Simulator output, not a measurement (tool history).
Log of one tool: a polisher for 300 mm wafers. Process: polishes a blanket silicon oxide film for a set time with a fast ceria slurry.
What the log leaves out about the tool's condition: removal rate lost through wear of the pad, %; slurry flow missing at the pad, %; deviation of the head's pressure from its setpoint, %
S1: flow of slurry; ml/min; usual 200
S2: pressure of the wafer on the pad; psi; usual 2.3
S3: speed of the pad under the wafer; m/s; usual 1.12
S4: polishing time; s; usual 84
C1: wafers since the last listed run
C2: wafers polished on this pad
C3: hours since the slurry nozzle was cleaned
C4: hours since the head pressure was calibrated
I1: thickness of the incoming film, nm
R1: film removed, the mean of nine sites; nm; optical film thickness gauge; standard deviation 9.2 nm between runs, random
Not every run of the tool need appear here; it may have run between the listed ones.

{"run": 1, "hour": 0.0, "S1": 200, "S2": 2.3, "S3": 1.12, "S4": 84, "C1": 0, "C2": 340, "C3": 378.9, "C4": 1166.2, "I1": 3869.1, "R1": 1039.2}
{"hour": 18.3, "done": "head pressure recalibrated"}
{"run": 2, "hour": 73.2, "S1": 200, "S2": 2.3, "S3": 1.12, "S4": 84, "C1": 637, "C2": 978, "C3": 452.1, "C4": 54.9, "I1": 3966.8, "R1": 1021.6}
{"hour": 118.5, "done": "slurry nozzle cleaned"}
{"run": 3, "hour": 128.2, "S1": 200, "S2": 2.3, "S3": 1.12, "S4": 84, "C1": 483, "C2": 1461, "C3": 9.7, "C4": 109.9, "I1": 3932.1, "R1": 1091.9}
{"run": 4, "hour": 235.4, "S1": 200, "S2": 2.3, "S3": 1.12, "S4": 84, "C1": 959, "C2": 2421, "C3": 116.9, "C4": 217.1, "I1": 3984.9, "R1": 1082.2}
{"run": 5, "hour": 327.1, "S1": 200, "S2": 2.3, "S3": 1.12, "S4": 107, "C1": 821, "C2": 3242, "C3": 208.6, "C4": 308.8, "I1": 3919.6, "R1": 1387.6}
{"run": 6, "hour": 372.5, "S1": 200, "S2": 2.3, "S3": 1.12, "S4": 107, "C1": 406, "C2": 3649, "C3": 254.0, "C4": 354.2, "I1": 3941.4, "R1": 1385.4}
{"run": 7, "hour": 438.6, "S1": 200, "S2": 2.3, "S3": 1.12, "S4": 84, "C1": 591, "C2": 4241, "C3": 320.1, "C4": 420.3, "I1": 3941.6, "R1": 1053.6}
{"run": 8, "hour": 488.6, "S1": 200, "S2": 2.3, "S3": 1.12, "S4": 84, "C1": 447, "C2": 4688, "C3": 370.1, "C4": 470.3, "I1": 3895.3, "R1": 1067.3}
{"hour": 536.4, "done": "worn pad replaced by a new one"}
{"run": 9, "hour": 548.6, "S1": 155, "S2": 2.3, "S3": 1.12, "S4": 84, "C1": 501, "C2": 108, "C3": 430.1, "C4": 530.3, "I1": 3977.1, "R1": 971.6}
{"run": 10, "hour": 643.7, "S1": 200, "S2": 2.7, "S3": 1.12, "S4": 84, "C1": 851, "C2": 960, "C3": 525.2, "C4": 625.4, "I1": 3906.9, "R1": 1136.2}
{"run": 11, "hour": 739.5, "S1": 200, "S2": 2.3, "S3": 1.12, "S4": 84, "C1": 857, "C2": 1818, "C3": 621.0, "C4": 721.2, "I1": 3906.2, "R1": 945.2}
{"hour": 756.7, "done": "slurry nozzle cleaned"}
{"run": 12, "hour": 847.4, "S1": 200, "S2": 2.3, "S3": 1.12, "S4": 84, "C1": 957, "C2": 2775, "C3": 90.7, "C4": 829.1, "I1": 3934.2, "R1": 1088.6}
{"run": 13, "hour": 954.5, "S1": 200, "S2": 2.3, "S3": 1.12, "S4": 64, "C1": 959, "C2": 3734, "C3": 197.8, "C4": 936.2, "I1": 3930.1, "R1": 827.7}
{"run": 14, "hour": 1007.6, "S1": 200, "S2": 2.3, "S3": 1.12, "S4": 64, "C1": 475, "C2": 4210, "C3": 250.9, "C4": 989.3, "I1": 3880.2, "R1": 834.9}
{"hour": 1012.9, "done": "worn pad replaced by a new one"}
{"hour": 1074.8, "done": "head pressure recalibrated"}
{"run": 15, "hour": 1079.2, "S1": 200, "S2": 2.3, "S3": 1.12, "S4": 84, "C1": 587, "C2": 575, "C3": 322.5, "C4": 4.4, "I1": 4005.5, "R1": 1074.6}
{"run": 16, "hour": 1124.5, "S1": 200, "S2": 2.3, "S3": 1.12, "S4": 84, "C1": 405, "C2": 981, "C3": 367.8, "C4": 49.7, "I1": 4014.4, "R1": 1047.9}
{"run": 17, "hour": 1197.6, "S1": 200, "S2": 2.3, "S3": 0.88, "S4": 84, "C1": 654, "C2": 1635, "C3": 440.9, "C4": 122.8, "I1": 3911.0, "R1": 829.7}
{"run": 18, "hour": 1261.2, "S1": 175, "S2": 2.9, "S3": 0.74, "S4": 73, "C1": 569, "C2": 2205, "C3": 504.5, "C4": 186.4, "I1": 3959.5, "R1": 695.6}
{"hour": 1316.0, "done": "slurry nozzle cleaned"}
{"run": 19, "hour": 1368.1, "S1": 175, "S2": 2.9, "S3": 0.74, "S4": 73, "C1": 948, "C2": 3153, "C3": 52.1, "C4": 293.3, "I1": 3986.9, "R1": 739.1}
{"run": 20, "hour": 1453.2, "S1": 235, "S2": 2.9, "S3": 1.38, "S4": 84, "C1": 762, "C2": 3915, "C3": 137.2, "C4": 378.4, "I1": 3937.3, "R1": 1595.3}
{"run": 21, "hour": 1507.2, "S1": 250, "S2": 2.9, "S3": 1.42, "S4": 59, "C1": 483, "C2": 4399, "C3": 191.2, "C4": 432.4, "I1": 3933.4, "R1": 1141.8}
{"run": 22, "hour": 1568.4, "S1": 230, "S2": 2.9, "S3": 0.76, "S4": 91, "C1": 548, "C2": 4947, "C3": 252.4, "C4": 493.6, "I1": 3919.7, "R1": 984.9}
{"hour": 1598.8, "done": "worn pad replaced by a new one"}
{"run": 23, "hour": 1654.0, "S1": 200, "S2": 2.3, "S3": 1.12, "S4": 84, "C1": 730, "C2": 494, "C3": 338.0, "C4": 579.2, "I1": 3904.0, "R1": 1079.8}
{"run": 24, "hour": 1712.6, "S1": 200, "S2": 2.3, "S3": 1.12, "S4": 107, "C1": 524, "C2": 1019, "C3": 396.6, "C4": 637.8, "I1": 4006.4, "R1": 1330.7}
{"run": 25, "hour": 1781.3, "S1": 200, "S2": 2.3, "S3": 1.12, "S4": 84, "C1": 615, "C2": 1634, "C3": 465.3, "C4": 706.5, "I1": 3952.2, "R1": 1016.4}
{"hour": 1840.6, "done": "slurry nozzle cleaned"}
{"run": 26, "hour": 1864.2, "S1": 200, "S2": 2.3, "S3": 1.12, "S4": 84, "C1": 733, "C2": 2367, "C3": 23.6, "C4": 789.4, "I1": 3965.3, "R1": 1089.0}
{"run": 27, "hour": 1971.3, "S1": 200, "S2": 2.3, "S3": 1.12, "S4": 84, "C1": 959, "C2": 3327, "C3": 130.7, "C4": 896.5, "I1": 3964.6, "R1": 1076.5}
{"hour": 2049.0, "done": "worn pad replaced by a new one"}
{"run": 28, "hour": 2058.0, "S1": 260, "S2": 2.9, "S3": 0.92, "S4": 84, "C1": 740, "C2": 80, "C3": 217.4, "C4": 983.2, "I1": 4016.8, "R1": 1094.8}
{"hour": 2065.5, "done": "head pressure recalibrated"}
{"run": 29, "hour": 2100.1, "S1": 145, "S2": 3.1, "S3": 0.9, "S4": 97, "C1": 359, "C2": 439, "C3": 259.5, "C4": 34.6, "I1": 3934.3, "R1": 1191.5}
{"run": 30, "hour": 2147.9, "S1": 200, "S2": 2.3, "S3": 0.72, "S4": 84, "C1": 428, "C2": 867, "C3": 307.3, "C4": 82.4, "I1": 3902.6, "R1": 697.1}
{"run": 31, "hour": 2254.9, "S1": 150, "S2": 2.3, "S3": 1.12, "S4": 84, "C1": 958, "C2": 1825, "C3": 414.3, "C4": 189.4, "I1": 3957.9, "R1": 967.4}
{"run": 32, "hour": 2353.0, "S1": 200, "S2": 1.6, "S3": 1.12, "S4": 84, "C1": 878, "C2": 2703, "C3": 512.4, "C4": 287.5, "I1": 3992.8, "R1": 778.8}
{"hour": 2365.8, "done": "slurry nozzle cleaned"}
{"run": 33, "hour": 2457.4, "S1": 200, "S2": 2.6, "S3": 1.5, "S4": 84, "C1": 925, "C2": 3629, "C3": 91.6, "C4": 391.9, "I1": 3934.8, "R1": 1568.6}
{"hour": 2522.5, "done": "worn pad replaced by a new one"}
{"run": 34, "hour": 2551.3, "S1": 200, "S2": 2.3, "S3": 1.12, "S4": 84, "C1": 805, "C2": 257, "C3": 185.5, "C4": 485.8, "I1": 3966.9, "R1": 1068.2}
{"run": 35, "hour": 2599.4, "S1": 200, "S2": 2.3, "S3": 1.12, "S4": 56, "C1": 430, "C2": 688, "C3": 233.6, "C4": 533.9, "I1": 3940.8, "R1": 707.8}

Forecast each of these 4 alternatives for the next run:
{"run": "A", "hour": 2599.9, "S1": 200, "S2": 2.3, "S3": 1.12, "S4": 84, "C1": 4, "C2": 692, "C3": 234.1, "C4": 534.4, "I1": 3881.8, "R1": "?"}
{"run": "B", "hour": 2599.9, "S1": 235, "S2": 2.5, "S3": 0.9, "S4": 93, "C1": 4, "C2": 692, "C3": 234.1, "C4": 534.4, "I1": 3881.8, "R1": "?"}
{"run": "C", "hour": 2599.9, "S1": 225, "S2": 1.8, "S3": 0.9, "S4": 100, "C1": 4, "C2": 692, "C3": 234.1, "C4": 534.4, "I1": 3881.8, "R1": "?"}
{"run": "D", "hour": 2599.9, "S1": 200, "S2": 2.3, "S3": 1.12, "S4": 109, "C1": 4, "C2": 692, "C3": 234.1, "C4": 534.4, "I1": 3881.8, "R1": "?"}

run=A R1=1073.9
run=B R1=1050.9
run=C R1=894.0
run=D R1=1393.6
Stripped of hidden state, with their random variation kept, the same runs would have yielded:
run=A R1=1098.0
run=B R1=1070.8
run=C R1=911.7
run=D R1=1424.7

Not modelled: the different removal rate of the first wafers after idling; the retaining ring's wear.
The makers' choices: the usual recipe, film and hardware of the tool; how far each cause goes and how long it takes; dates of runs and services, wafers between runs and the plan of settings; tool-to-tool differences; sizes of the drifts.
